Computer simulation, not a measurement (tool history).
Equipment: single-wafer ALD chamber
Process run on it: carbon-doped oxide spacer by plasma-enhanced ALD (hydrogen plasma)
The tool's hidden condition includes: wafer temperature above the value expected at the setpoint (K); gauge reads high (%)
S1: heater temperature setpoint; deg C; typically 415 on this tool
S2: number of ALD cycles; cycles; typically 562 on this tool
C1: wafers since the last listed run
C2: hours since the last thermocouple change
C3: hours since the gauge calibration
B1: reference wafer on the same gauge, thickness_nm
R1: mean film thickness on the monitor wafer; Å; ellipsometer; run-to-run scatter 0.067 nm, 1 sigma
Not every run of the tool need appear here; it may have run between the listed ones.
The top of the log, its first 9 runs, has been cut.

Run 10, hour 468: usual settings; C1 26; C2 1018.8; C3 330.8; B1 24.402. Result: R1 272.94 Å.
Run 11, hour 520.5: usual settings; C1 21; C2 1071.3; C3 383.3; B1 24.388. Result: R1 272.8 Å.
Run 12, hour 560.3: usual settings; C1 16; C2 1111.1; C3 423.1; B1 24.386. Result: R1 272.69 Å.
Run 13, hour 610.3: usual settings; C1 20; C2 1161.1; C3 473.1; B1 24.402. Result: R1 272.21 Å.
Run 14, hour 662.2: usual settings but S2 601 cycles; C1 21; C2 1213; C3 525; B1 24.405. Result: R1 289.73 Å.
Run 15, hour 704.3: usual settings but S2 601 cycles; C1 17; C2 1255.1; C3 567.1; B1 24.401. Result: R1 291.04 Å.
Run 16, hour 755.5: usual settings but S2 601 cycles; C1 21; C2 1306.3; C3 618.3; B1 24.404. Result: R1 291.59 Å.
Run 17, hour 813.9: usual settings; C1 24; C2 1364.7; C3 676.7; B1 24.399. Result: R1 271.31 Å.
Run 18, hour 866.8: usual settings; C1 21; C2 1417.6; C3 729.6; B1 24.418. Result: R1 272.61 Å.
Run 19, hour 931.7: usual settings; C1 26; C2 1482.5; C3 794.5; B1 24.421. Result: R1 272.85 Å.
Run 20, hour 995.2: usual settings; C1 26; C2 1546; C3 858; B1 24.397. Result: R1 272.33 Å.
At hour 1028: thermocouple changed; heater temperature recalibrated.
Run 21, hour 1041.9: usual settings but S2 533 cycles; C1 15; C2 13.9; C3 904.7; B1 24.397. Result: R1 246.91 Å.
Run 22, hour 1066: usual settings but S2 533 cycles; C1 9; C2 38; C3 928.8; B1 24.406. Result: R1 247.38 Å.
Run 23, hour 1111.7: usual settings but S1 408 deg C, S2 457 cycles; C1 18; C2 83.7; C3 974.5; B1 24.386. Result: R1 217.16 Å.
Run 24, hour 1150.7: usual settings but S1 404 deg C; C1 16; C2 122.7; C3 1013.5; B1 24.421. Result: R1 271.48 Å.
Run 25, hour 1180.4: usual settings but S1 402 deg C, S2 638 cycles; C1 12; C2 152.4; C3 1043.2; B1 24.391. Result: R1 310.08 Å.
Run 26, hour 1248: usual settings; C1 27; C2 220; C3 1110.8; B1 24.401. Result: R1 260.65 Å.
At hour 1285.2: thermocouple changed; heater temperature recalibrated, repeated, since the last time left the tool worse.
Run 27, hour 1287.5: usual settings but S1 400 deg C, S2 614 cycles; C1 12; C2 2.3; C3 1150.3; B1 24.412. Result: R1 307.26 Å.
Run 28, hour 1335.2: usual settings; C1 19; C2 50; C3 1198; B1 24.434. Result: R1 268.79 Å.
Run 29, hour 1363.8: usual settings but S1 405 deg C; C1 11; C2 78.6; C3 1226.6; B1 24.381. Result: R1 276.79 Å.
Run 30, hour 1398.5: usual settings but S2 647 cycles; C1 14; C2 113.3; C3 1261.3; B1 24.427. Result: R1 309.19 Å.
At hour 1407.9: gauge calibrated.
Run 31, hour 1441.4: usual settings but S1 407 deg C, S2 532 cycles; C1 17; C2 156.2; C3 33.5; B1 24.404. Result: R1 262.37 Å.

Run 32 comes next. What will it give?
Run 32, hour 1512: usual settings but S1 428 deg C, S2 618 cycles; C1 29; C2 226.8; C3 104.1; B1 ?. Result: R1 ?.

For run 32 the tool returned B1 24.431, R1 281.63 Å.
Without the tool's hidden state the same run would have given R1 280.08 Å.

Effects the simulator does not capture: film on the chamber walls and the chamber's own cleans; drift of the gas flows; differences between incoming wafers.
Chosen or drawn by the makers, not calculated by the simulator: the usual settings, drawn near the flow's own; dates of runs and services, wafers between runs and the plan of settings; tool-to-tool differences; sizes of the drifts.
